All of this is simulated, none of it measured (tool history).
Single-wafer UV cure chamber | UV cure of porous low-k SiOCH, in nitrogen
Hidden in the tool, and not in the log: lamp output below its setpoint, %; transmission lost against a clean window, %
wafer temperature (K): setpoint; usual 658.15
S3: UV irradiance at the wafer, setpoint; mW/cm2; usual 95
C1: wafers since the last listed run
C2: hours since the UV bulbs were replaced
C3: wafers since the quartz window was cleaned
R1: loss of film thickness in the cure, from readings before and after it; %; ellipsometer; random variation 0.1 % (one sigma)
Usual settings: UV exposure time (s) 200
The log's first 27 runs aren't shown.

Run 28, hour 654.1: usual settings but wafer temperature (K) 665.15; C1 79; C2 165.6; C3 588. Result: R1 10.134 %.
Run 29, hour 688.7: usual settings but UV exposure time (s) 100, S3 118 mW/cm2; C1 155; C2 200.2; C3 744. Result: R1 7.973 %.
Run 30, hour 710.5: usual settings but wafer temperature (K) 672.15, UV exposure time (s) 260; C1 98; C2 222; C3 842. Result: R1 11.391 %.
Run 31, hour 735.5: usual settings but wafer temperature (K) 677.15, UV exposure time (s) 135, S3 121 mW/cm2; C1 112; C2 247; C3 955. Result: R1 9.653 %.
Run 32, hour 769.4: usual settings but wafer temperature (K) 677.15, UV exposure time (s) 250, S3 112 mW/cm2; C1 152; C2 280.9; C3 1107. Result: R1 12.023 %.
Run 33, hour 805.3: usual settings but wafer temperature (K) 676.15, UV exposure time (s) 130, S3 134 mW/cm2; C1 161; C2 316.8; C3 1269. Result: R1 9.689 %.
Run 34, hour 821.2: usual settings but wafer temperature (K) 668.15, UV exposure time (s) 140; C1 71; C2 332.7; C3 1340. Result: R1 8.534 %.
Run 35, hour 834.5: usual settings but S3 122 mW/cm2; C1 59; C2 346; C3 1400. Result: R1 10.752 %.
Run 36, hour 854.6: usual settings but S3 109 mW/cm2; C1 90; C2 366.1; C3 1491. Result: R1 10.328 %.
Run 37, hour 873.6: usual settings but wafer temperature (K) 649.15, S3 65 mW/cm2; C1 85; C2 385.1; C3 1576. Result: R1 8.113 %.
Run 38, hour 903.5: usual settings but UV exposure time (s) 255, S3 123 mW/cm2; C1 134; C2 415; C3 1711. Result: R1 12.001 %.
Run 39, hour 922.2: usual settings; C1 84; C2 433.7; C3 1795. Result: R1 9.945 %.
Run 40, hour 955.4: usual settings but wafer temperature (K) 675.15, S3 135 mW/cm2; C1 149; C2 466.9; C3 1944. Result: R1 11.381 %.
Run 41, hour 977.8: usual settings but wafer temperature (K) 678.15, UV exposure time (s) 260, S3 60 mW/cm2; C1 100; C2 489.3; C3 2045. Result: R1 9.195 %.
Run 42, hour 1011.1: usual settings but wafer temperature (K) 639.15, UV exposure time (s) 145, S3 108 mW/cm2; C1 149; C2 522.6; C3 2195. Result: R1 8.597 %.
Run 43, hour 1040: usual settings but wafer temperature (K) 665.15; C1 130; C2 551.5; C3 2325. Result: R1 9.8 %.
Run 44, hour 1072.3: usual settings; C1 145; C2 583.8; C3 2471. Result: R1 9.553 %.
Run 45, hour 1108.1: usual settings but wafer temperature (K) 647.15, UV exposure time (s) 250, S3 120 mW/cm2; C1 161; C2 619.6; C3 2632. Result: R1 11.221 %.
Run 46, hour 1144.1: usual settings but UV exposure time (s) 320, S3 76 mW/cm2; C1 162; C2 655.6; C3 2794. Result: R1 10.546 %.
At hour 1153.9: quartz window cleaned.
Run 47, hour 1178.6: usual settings; C1 119; C2 690.1; C3 111. Result: R1 9.296 %.
Run 48, hour 1192.5: usual settings but wafer temperature (K) 671.15, UV exposure time (s) 155; C1 62; C2 704; C3 173. Result: R1 8.576 %.

4 ways to go on from here, each from the tool as it stands after run 48. What would each give?
Run A, hour 1193: usual settings; C1 2; C2 704.5; C3 176. Result: R1 ?.
Run B, hour 1193: usual settings but wafer temperature (K) 645.15, UV exposure time (s) 260, S3 129 mW/cm2; C1 2; C2 704.5; C3 176. Result: R1 ?.
Run C, hour 1193: usual settings but wafer temperature (K) 673.15, UV exposure time (s) 295, S3 66 mW/cm2; C1 2; C2 704.5; C3 176. Result: R1 ?.
Run D, hour 1193: usual settings but S3 84 mW/cm2; C1 2; C2 704.5; C3 176. Result: R1 ?.

run      R1
  A   9.416
  B  11.608
  C   9.762
  D   8.913
Without the tool's hidden state the same runs would have given:
run      R1
  A  10.356
  B  12.604
  C  10.711
  D   9.838

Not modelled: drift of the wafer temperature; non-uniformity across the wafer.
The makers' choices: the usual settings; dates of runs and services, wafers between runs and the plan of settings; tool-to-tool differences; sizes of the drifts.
